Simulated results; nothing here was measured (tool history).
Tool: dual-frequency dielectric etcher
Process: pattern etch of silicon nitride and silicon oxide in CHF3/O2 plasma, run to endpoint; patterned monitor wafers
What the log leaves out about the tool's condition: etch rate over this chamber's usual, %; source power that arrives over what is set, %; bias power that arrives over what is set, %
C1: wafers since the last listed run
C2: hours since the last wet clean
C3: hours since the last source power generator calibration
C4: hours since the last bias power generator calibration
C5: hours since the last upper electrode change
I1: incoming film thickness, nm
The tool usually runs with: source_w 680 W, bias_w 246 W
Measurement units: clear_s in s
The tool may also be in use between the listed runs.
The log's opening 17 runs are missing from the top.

{"run": 18, "hour": 1217.8, "source_w": 680, "bias_w": 246, "C1": 271, "C2": 422.9, "C3": 3060.5, "C4": 92, "C5": 357, "I1": 296.4, "clear_s": 174.2}
{"run": 19, "hour": 1266.7, "source_w": 680, "bias_w": 246, "C1": 290, "C2": 471.8, "C3": 3109.4, "C4": 140.9, "C5": 405.9, "I1": 292.5, "clear_s": 171.4}
{"hour": 1421.5, "done": "wet clean of the chamber"}
{"run": 20, "hour": 1437.1, "source_w": 680, "bias_w": 246, "C1": 869, "C2": 15.6, "C3": 3279.8, "C4": 311.3, "C5": 576.3, "I1": 295.9, "clear_s": 181.4}
{"run": 21, "hour": 1498.1, "source_w": 680, "bias_w": 246, "C1": 362, "C2": 76.6, "C3": 3340.8, "C4": 372.3, "C5": 637.3, "I1": 296.2, "clear_s": 183.1}
{"hour": 1555.8, "done": "source power generator calibrated"}
{"run": 22, "hour": 1566.2, "source_w": 680, "bias_w": 246, "C1": 380, "C2": 144.7, "C3": 10.4, "C4": 440.4, "C5": 705.4, "I1": 292.1, "clear_s": 177.6}
{"run": 23, "hour": 1662.5, "source_w": 610, "bias_w": 202, "C1": 571, "C2": 241, "C3": 106.7, "C4": 536.7, "C5": 801.7, "I1": 291.6, "clear_s": 198.1}
{"hour": 1893.2, "done": "wet clean of the chamber"}
{"run": 24, "hour": 1910.1, "source_w": 510, "bias_w": 246, "C1": 1327, "C2": 16.9, "C3": 354.3, "C4": 784.3, "C5": 1049.3, "I1": 294.3, "clear_s": 194.1}
{"run": 25, "hour": 1964.1, "source_w": 630, "bias_w": 246, "C1": 320, "C2": 70.9, "C3": 408.3, "C4": 838.3, "C5": 1103.3, "I1": 291.8, "clear_s": 181.2}
{"run": 26, "hour": 2021.7, "source_w": 560, "bias_w": 291, "C1": 342, "C2": 128.5, "C3": 465.9, "C4": 895.9, "C5": 1160.9, "I1": 295.8, "clear_s": 178.3}
{"run": 27, "hour": 2117.3, "source_w": 740, "bias_w": 207, "C1": 567, "C2": 224.1, "C3": 561.5, "C4": 991.5, "C5": 1256.5, "I1": 293.8, "clear_s": 183.5}
{"run": 28, "hour": 2194.3, "source_w": 810, "bias_w": 207, "C1": 457, "C2": 301.1, "C3": 638.5, "C4": 1068.5, "C5": 1333.5, "I1": 292.7, "clear_s": 178.9}
{"hour": 2382.0, "done": "wet clean of the chamber"}
{"run": 29, "hour": 2437.3, "source_w": 680, "bias_w": 246, "C1": 1300, "C2": 55.3, "C3": 881.5, "C4": 1311.5, "C5": 1576.5, "I1": 294.8, "clear_s": 180.2}
{"run": 30, "hour": 2500.1, "source_w": 770, "bias_w": 297, "C1": 372, "C2": 118.1, "C3": 944.3, "C4": 1374.3, "C5": 1639.3, "I1": 290.4, "clear_s": 155.9}
{"run": 31, "hour": 2541.4, "source_w": 680, "bias_w": 210, "C1": 245, "C2": 159.4, "C3": 985.6, "C4": 1415.6, "C5": 1680.6, "I1": 294, "clear_s": 189.3}
{"run": 32, "hour": 2627.8, "source_w": 760, "bias_w": 305, "C1": 513, "C2": 245.8, "C3": 1072, "C4": 1502, "C5": 1767, "I1": 294.2, "clear_s": 156.2}

Here are 4 independent what-if runs from the current tool condition. What would each one return?
{"run": "A", "hour": 2628.3, "source_w": 680, "bias_w": 263, "C1": 2, "C2": 246.3, "C3": 1072.5, "C4": 1502.5, "C5": 1767.5, "I1": 292.7, "clear_s": "?"}
{"run": "B", "hour": 2628.3, "source_w": 790, "bias_w": 188, "C1": 2, "C2": 246.3, "C3": 1072.5, "C4": 1502.5, "C5": 1767.5, "I1": 292.7, "clear_s": "?"}
{"run": "C", "hour": 2628.3, "source_w": 640, "bias_w": 246, "C1": 2, "C2": 246.3, "C3": 1072.5, "C4": 1502.5, "C5": 1767.5, "I1": 292.7, "clear_s": "?"}
{"run": "D", "hour": 2628.3, "source_w": 800, "bias_w": 193, "C1": 2, "C2": 246.3, "C3": 1072.5, "C4": 1502.5, "C5": 1767.5, "I1": 292.7, "clear_s": "?"}

run=A clear_s=172.1
run=B clear_s=188.2
run=C clear_s=179.8
run=D clear_s=185.6
Had the tool no hidden state, the same runs would have come out as:
run=A clear_s=176
run=B clear_s=192.5
run=C clear_s=183.8
run=D clear_s=189.8
